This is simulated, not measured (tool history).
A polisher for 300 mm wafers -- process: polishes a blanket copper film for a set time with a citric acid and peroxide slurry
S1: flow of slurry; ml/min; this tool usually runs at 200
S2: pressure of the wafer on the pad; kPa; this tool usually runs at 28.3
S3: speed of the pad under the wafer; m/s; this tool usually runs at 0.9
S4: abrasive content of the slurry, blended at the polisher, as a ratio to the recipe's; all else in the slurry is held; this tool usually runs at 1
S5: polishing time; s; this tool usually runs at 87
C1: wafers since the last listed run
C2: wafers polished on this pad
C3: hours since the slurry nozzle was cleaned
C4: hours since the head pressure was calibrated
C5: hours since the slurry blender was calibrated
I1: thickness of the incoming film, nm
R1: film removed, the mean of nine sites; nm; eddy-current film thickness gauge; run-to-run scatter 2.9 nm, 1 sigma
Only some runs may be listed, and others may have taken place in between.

run	hour	S1	S2	S3	S4	S5	C1	C2	C3	C4	C5	I1	R1
1	0	200	28.3	0.9	1	87	0	230	415.1	261.6	135.4	658	268.8
2	34.9	200	28.3	0.9	1	87	336	567	450	296.5	170.3	661.7	259.9
3	49	200	28.3	0.9	1	87	135	703	464.1	310.6	184.4	668.4	257.1
4	67	200	28.3	0.9	0.85	87	173	876	482.1	328.6	202.4	678.5	252.3
5	95	200	28.3	0.9	0.85	87	269	1146	510.1	356.6	230.4	671.8	247.3
# hour 106.7: worn pad replaced by a new one
6	110.3	200	28.3	0.9	0.85	87	108	35	525.4	371.9	245.7	682.5	254.5
# hour 126.3: slurry blender recalibrated
7	129.7	200	28.3	0.9	1	87	167	202	544.8	391.3	3.4	659.8	265.2
8	157.6	200	28.3	0.9	1	87	268	471	572.7	419.2	31.3	673.5	265.8
9	192.4	200	28.3	0.9	1	87	335	807	607.5	454	66.1	673.4	263.8
10	219.8	200	28.3	0.9	1	87	264	1071	634.9	481.4	93.5	665.1	260.2
# hour 240.6: worn pad replaced by a new one
11	250.7	200	28.3	0.9	1	87	259	97	665.8	512.3	124.4	668.2	263.4
# hour 264.2: slurry nozzle cleaned
12	271.7	200	20	0.68	1	87	192	290	7.5	533.3	145.4	659.9	158.2
13	305.7	200	22.8	0.9	0.8	114	327	618	41.5	567.3	179.4	675	275.3
# hour 308.4: head pressure recalibrated
14	320.7	155	28.3	0.9	1	87	125	743	56.5	12.3	194.4	671.8	251.3
15	343.1	200	22.8	0.9	1	87	215	959	78.9	34.7	216.8	661	213.1

Run 16 is up next; what results do you expect?
# hour 364: worn pad replaced by a new one
# hour 365.7: slurry blender recalibrated
16	371	200	28.3	0.9	1	87	214	51	106.8	62.6	5.3	665.7	?

R1: 266.5 nm
If the tool had no hidden condition, the same run with the same run-to-run variation would have returned R1 267.1 nm.
